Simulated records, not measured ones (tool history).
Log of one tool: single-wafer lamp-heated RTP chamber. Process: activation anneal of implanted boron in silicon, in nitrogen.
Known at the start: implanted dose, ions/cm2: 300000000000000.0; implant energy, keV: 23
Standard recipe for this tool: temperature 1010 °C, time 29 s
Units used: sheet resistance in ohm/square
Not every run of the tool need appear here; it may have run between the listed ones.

run     day  temperature  time  wafers since the last listed run  wafers since the last pyrometer calibration  wafers since the reflector plate was cleaned  hours since the gauge calibration  read-back reference wafer on the same gauge, sheet resistance  sheet resistance
  1   0.000         1010    29                                 0                                         3908                                          9595                              447.3                                                         223.93            277.22
  2   0.696         1010    29                               158                                         4066                                          9754                              464.0                                                         223.90            276.71
  3   1.846         1010    29                               261                                         4328                                         10015                              491.6                                                         224.09            278.15
  4   2.550         1010    29                               160                                         4488                                         10175                              508.5                                                         224.11            276.07
  5   3.483         1000    21                               212                                         4700                                         10388                              530.9                                                         223.95            278.73
  6   5.129         1010    29                               374                                         5075                                         10762                              570.4                                                         224.02            276.61
  7   6.308         1010    29                               268                                         5343                                         11030                              598.7                                                         223.93            274.84
      7.450  -- pyrometer window cleaned and pyrometer calibrated
  8   7.471         1010    29                               188                                            4                                         11219                              626.6                                                         223.95            276.14
  9   8.525         1010    29                               239                                          244                                         11459                              651.9                                                         224.04            274.50
 10   9.542         1010    29                               231                                          475                                         11690                              676.3                                                         223.99            274.04
 11  10.658         1010    29                               254                                          729                                         11944                              703.1                                                         223.91            277.38
 12  12.038          995    41                               313                                         1043                                         12258                              736.2                                                         224.02            278.69
 13  12.725          995    41                               156                                         1199                                         12414                              752.7                                                         224.00            278.43
 14  13.633          995    41                               206                                         1406                                         12621                              774.5                                                         223.98            279.61
 15  14.775          998    41                               259                                         1666                                         12881                              801.9                                                         223.80            278.81
     15.979  -- reflector plate cleaned
 16  16.275         1020    37                               265                                         1931                                            67                              837.9                                                         223.97            272.39
 17  17.162         1010    29                               201                                         2133                                           269                              859.2                                                         224.09            275.74
 18  18.533         1024    16                               311                                         2445                                           580                              892.1                                                         224.16            277.00
 19  19.471         1010    29                               213                                         2658                                           794                              914.6                                                         223.90            276.46
 20  20.596          993    17                               255                                         2914                                          1050                              941.6                                                         224.04            284.73
     21.875  -- gauge calibrated
 21  21.896         1030    43                               295                                         3210                                          1345                                0.5                                                         223.96            274.56

Estimate the outcome of run 22 from the log above:
 22  26.062         1018    24                               947                                         4158                                          2293                              100.5                                                              ?                 ?

Run 22 produced read-back reference wafer on the same gauge, sheet resistance 224.07, sheet resistance 274.90 ohm/square.
With no hidden state in the tool, this same run would have given sheet resistance 274.90 ohm/square.
